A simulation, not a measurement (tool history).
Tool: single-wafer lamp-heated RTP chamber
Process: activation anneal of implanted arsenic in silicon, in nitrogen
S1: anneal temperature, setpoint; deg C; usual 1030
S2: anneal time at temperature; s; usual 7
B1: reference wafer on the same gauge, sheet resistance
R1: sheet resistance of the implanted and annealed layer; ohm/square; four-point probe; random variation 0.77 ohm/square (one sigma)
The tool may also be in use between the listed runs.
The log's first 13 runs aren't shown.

{"run": 14, "hour": 143.7, "S1": 1030, "S2": 7, "B1": 151.05, "R1": 178.71}
{"run": 15, "hour": 153.2, "S1": 1030, "S2": 7, "B1": 150.88, "R1": 180.07}
{"run": 16, "hour": 167.2, "S1": 1030, "S2": 11, "B1": 150.98, "R1": 173.35}
{"run": 17, "hour": 179.7, "S1": 1030, "S2": 7, "B1": 150.94, "R1": 179.7}
{"run": 18, "hour": 189.2, "S1": 1006, "S2": 3, "B1": 150.99, "R1": 201.72}
{"run": 19, "hour": 203.4, "S1": 1030, "S2": 7, "B1": 151.01, "R1": 178.22}
{"run": 20, "hour": 221.3, "S1": 1002, "S2": 6, "B1": 151.14, "R1": 194.41}
{"hour": 234.9, "done": "pyrometer window cleaned and pyrometer calibrated"}
{"run": 21, "hour": 235.4, "S1": 1030, "S2": 3, "B1": 151.01, "R1": 194.35}
{"run": 22, "hour": 235.7, "S1": 1030, "S2": 7, "B1": 151.09, "R1": 180.15}
{"run": 23, "hour": 245.7, "S1": 1030, "S2": 7, "B1": 150.86, "R1": 179.02}
{"run": 24, "hour": 254.1, "S1": 1021, "S2": 10, "B1": 151.09, "R1": 178.06}
{"hour": 259.7, "done": "gauge calibrated"}
{"run": 25, "hour": 265.8, "S1": 1049, "S2": 7, "B1": 150.99, "R1": 171.07}
{"run": 26, "hour": 280.5, "S1": 1040, "S2": 5, "B1": 150.86, "R1": 181.46}
{"run": 27, "hour": 334.0, "S1": 1030, "S2": 7, "B1": 151.12, "R1": 176.93}
{"run": 28, "hour": 350.8, "S1": 1020, "S2": 10, "B1": 151.24, "R1": 175.99}
{"run": 29, "hour": 357.7, "S1": 1006, "S2": 6, "B1": 150.95, "R1": 191.58}
{"run": 30, "hour": 370.6, "S1": 1030, "S2": 6, "B1": 150.93, "R1": 181.14}

3 ways to go on from here, each from the tool as it stands after run 30. What would each give?
{"run": "A", "hour": 371.0, "S1": 1030, "S2": 5, "B1": "?", "R1": "?"}
{"run": "B", "hour": 371.0, "S1": 1001, "S2": 7, "B1": "?", "R1": "?"}
{"run": "C", "hour": 371.0, "S1": 1044, "S2": 5, "B1": "?", "R1": "?"}

run=A B1=150.72 R1=184.83
run=B B1=150.72 R1=191.63
run=C B1=150.72 R1=178.94
Without the tool's hidden state the same runs would have given:
run=A R1=187.97
run=B R1=194.7
run=C R1=182.1
